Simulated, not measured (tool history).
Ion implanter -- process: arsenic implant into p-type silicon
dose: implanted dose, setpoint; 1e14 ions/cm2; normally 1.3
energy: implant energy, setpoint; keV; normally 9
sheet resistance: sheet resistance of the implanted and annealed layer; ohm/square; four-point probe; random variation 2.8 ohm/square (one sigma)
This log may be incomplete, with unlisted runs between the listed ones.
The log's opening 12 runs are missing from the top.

run,hour,dose,energy,"read-back reference wafer on the same gauge, sheet resistance",sheet resistance
13,646.6,1.3,9,629.43,675.31
14,710.4,1.3,9,629.05,670.52
15,893.4,1.3,9,628.77,673.67
16,925.1,1.3,9,629.11,673.7
17,962.9,1.49,9,629.87,607.03
18,1001.6,1.3,9,629.38,670.73
# hour 1011.1: gauge calibrated
19,1056.1,1.19,10,630.32,718.15
# hour 1074.5: Faraday cup replaced and dose calibrated
20,1092.7,1.3,9,627.98,673.33
21,1153.8,0.94,7.5,629.48,885.08
22,1183.6,1.3,9,629.55,668.79
23,1209.9,1.3,9,629.57,674.43
24,1255.5,1.02,9,628.72,814.05
25,1285.3,1.3,9,629.7,677.79
26,1314.6,1.3,9,629.03,677.76
27,1368.7,0.92,8,627.4,890.19
28,1403,1.3,9,629.64,675.29
29,1439.7,1.3,12,629.55,657.56
30,1487.8,1.51,10.5,628.13,594.1
31,1554,1.57,6.5,629.42,600.5
32,1604,1.64,9,628.36,563.13
33,1658.8,1.61,12,629.29,551.48
34,1683.6,1.53,10.5,629.09,581.69
35,1759.7,1.66,6.5,629.68,573.11
36,1813.3,0.92,8,628.65,889.39
37,1844.4,1.42,6.5,628.95,652.96

Consider 4 possible next runs. They are alternatives, not a sequence: every one starts from the tool as it was left by run 37. What does each give?
A,1844.8,1.3,9,?,?
B,1844.8,1.4,12,?,?
C,1844.8,1.6,10,?,?
D,1844.8,1.61,11.5,?,?

run,"read-back reference wafer on the same gauge, sheet resistance",sheet resistance
A,629.14,679.38
B,629.14,621.48
C,629.14,572.48
D,629.14,561.31
Without the tool's hidden state the same runs would have given:
run,sheet resistance
A,679.38
B,621.48
C,572.48
D,561.31
